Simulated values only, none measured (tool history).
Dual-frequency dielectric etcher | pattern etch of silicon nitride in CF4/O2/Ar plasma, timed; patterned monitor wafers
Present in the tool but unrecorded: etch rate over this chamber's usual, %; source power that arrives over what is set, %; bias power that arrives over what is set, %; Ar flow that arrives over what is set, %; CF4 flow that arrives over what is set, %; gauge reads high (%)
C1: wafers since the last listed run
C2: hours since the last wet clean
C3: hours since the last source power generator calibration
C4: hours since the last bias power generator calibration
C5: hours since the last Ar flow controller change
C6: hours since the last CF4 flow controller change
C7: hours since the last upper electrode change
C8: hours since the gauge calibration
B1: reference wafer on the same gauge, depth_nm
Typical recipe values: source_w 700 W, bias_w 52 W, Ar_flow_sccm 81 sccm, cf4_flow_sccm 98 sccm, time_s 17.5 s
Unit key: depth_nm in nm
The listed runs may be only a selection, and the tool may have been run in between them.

run 1 hour=0.0 | source_w=700 bias_w=52 Ar_flow_sccm=97 cf4_flow_sccm=98 time_s=17.5 | C1=0 C2=373.0 C3=264.7 C4=6.2 C5=238.8 C6=166.1 C7=1325.5 C8=147.1 | B1=47.28 | depth_nm=47.74
run 2 hour=32.2 | source_w=700 bias_w=41 Ar_flow_sccm=93 cf4_flow_sccm=104 time_s=17.5 | C1=332 C2=405.2 C3=296.9 C4=38.4 C5=271.0 C6=198.3 C7=1357.7 C8=179.3 | B1=47.40 | depth_nm=45.31
run 3 hour=82.3 | source_w=700 bias_w=48 Ar_flow_sccm=65 cf4_flow_sccm=98 time_s=17.5 | C1=517 C2=455.3 C3=347.0 C4=88.5 C5=321.1 C6=248.4 C7=1407.8 C8=229.4 | B1=47.36 | depth_nm=48.79
-- hour=148.9 wet clean of the chamber
run 4 hour=149.4 | source_w=700 bias_w=52 Ar_flow_sccm=81 cf4_flow_sccm=98 time_s=17.5 | C1=444 C2=0.5 C3=414.1 C4=155.6 C5=388.2 C6=315.5 C7=1474.9 C8=296.5 | B1=47.39 | depth_nm=48.53
run 5 hour=169.2 | source_w=700 bias_w=52 Ar_flow_sccm=81 cf4_flow_sccm=98 time_s=19.5 | C1=204 C2=20.3 C3=433.9 C4=175.4 C5=408.0 C6=335.3 C7=1494.7 C8=316.3 | B1=47.42 | depth_nm=54.24
run 6 hour=194.8 | source_w=700 bias_w=52 Ar_flow_sccm=86 cf4_flow_sccm=98 time_s=12.5 | C1=264 C2=45.9 C3=459.5 C4=201.0 C5=433.6 C6=360.9 C7=1520.3 C8=341.9 | B1=47.39 | depth_nm=34.40
run 7 hour=245.0 | source_w=700 bias_w=52 Ar_flow_sccm=81 cf4_flow_sccm=87 time_s=16.0 | C1=518 C2=96.1 C3=509.7 C4=251.2 C5=483.8 C6=411.1 C7=1570.5 C8=392.1 | B1=47.51 | depth_nm=44.17
run 8 hour=282.3 | source_w=870 bias_w=52 Ar_flow_sccm=91 cf4_flow_sccm=98 time_s=17.5 | C1=384 C2=133.4 C3=547.0 C4=288.5 C5=521.1 C6=448.4 C7=1607.8 C8=429.4 | B1=47.46 | depth_nm=60.22
run 9 hour=334.5 | source_w=580 bias_w=44 Ar_flow_sccm=81 cf4_flow_sccm=98 time_s=22.5 | C1=538 C2=185.6 C3=599.2 C4=340.7 C5=573.3 C6=500.6 C7=1660.0 C8=481.6 | B1=47.52 | depth_nm=49.12
run 10 hour=388.7 | source_w=700 bias_w=43 Ar_flow_sccm=81 cf4_flow_sccm=98 time_s=19.5 | C1=559 C2=239.8 C3=653.4 C4=394.9 C5=627.5 C6=554.8 C7=1714.2 C8=535.8 | B1=47.61 | depth_nm=51.80
run 11 hour=454.1 | source_w=700 bias_w=52 Ar_flow_sccm=81 cf4_flow_sccm=98 time_s=17.5 | C1=674 C2=305.2 C3=718.8 C4=460.3 C5=692.9 C6=620.2 C7=1779.6 C8=601.2 | B1=47.62 | depth_nm=48.90
-- hour=490.9 upper electrode replaced
run 12 hour=496.0 | source_w=700 bias_w=52 Ar_flow_sccm=81 cf4_flow_sccm=98 time_s=17.5 | C1=184 C2=347.1 C3=760.7 C4=502.2 C5=734.8 C6=662.1 C7=5.1 C8=643.1 | B1=47.70 | depth_nm=48.89
run 13 hour=565.2 | source_w=870 bias_w=52 Ar_flow_sccm=81 cf4_flow_sccm=98 time_s=17.5 | C1=714 C2=416.3 C3=829.9 C4=571.4 C5=804.0 C6=731.3 C7=74.3 C8=712.3 | B1=47.74 | depth_nm=61.13
run 14 hour=609.6 | source_w=750 bias_w=52 Ar_flow_sccm=81 cf4_flow_sccm=112 time_s=16.0 | C1=458 C2=460.7 C3=874.3 C4=615.8 C5=848.4 C6=775.7 C7=118.7 C8=756.7 | B1=47.75 | depth_nm=48.92
run 15 hour=660.8 | source_w=700 bias_w=42 Ar_flow_sccm=81 cf4_flow_sccm=98 time_s=17.5 | C1=528 C2=511.9 C3=925.5 C4=667.0 C5=899.6 C6=826.9 C7=169.9 C8=807.9 | B1=47.84 | depth_nm=46.52
run 16 hour=690.2 | source_w=700 bias_w=44 Ar_flow_sccm=88 cf4_flow_sccm=119 time_s=17.5 | C1=303 C2=541.3 C3=954.9 C4=696.4 C5=929.0 C6=856.3 C7=199.3 C8=837.3 | B1=47.89 | depth_nm=47.66

Predict the results of run 17:
-- hour=723.5 wet clean of the chamber
run 17 hour=757.5 | source_w=700 bias_w=52 Ar_flow_sccm=68 cf4_flow_sccm=98 time_s=17.5 | C1=446 C2=34.0 C3=1022.2 C4=763.7 C5=996.3 C6=923.6 C7=266.6 C8=904.6 | B1=? | depth_nm=?

{"run 17": {"B1": 47.89, "depth_nm": 50.35}}
Had the tool carried no hidden state, the very same run would have given depth_nm 49.63 nm.

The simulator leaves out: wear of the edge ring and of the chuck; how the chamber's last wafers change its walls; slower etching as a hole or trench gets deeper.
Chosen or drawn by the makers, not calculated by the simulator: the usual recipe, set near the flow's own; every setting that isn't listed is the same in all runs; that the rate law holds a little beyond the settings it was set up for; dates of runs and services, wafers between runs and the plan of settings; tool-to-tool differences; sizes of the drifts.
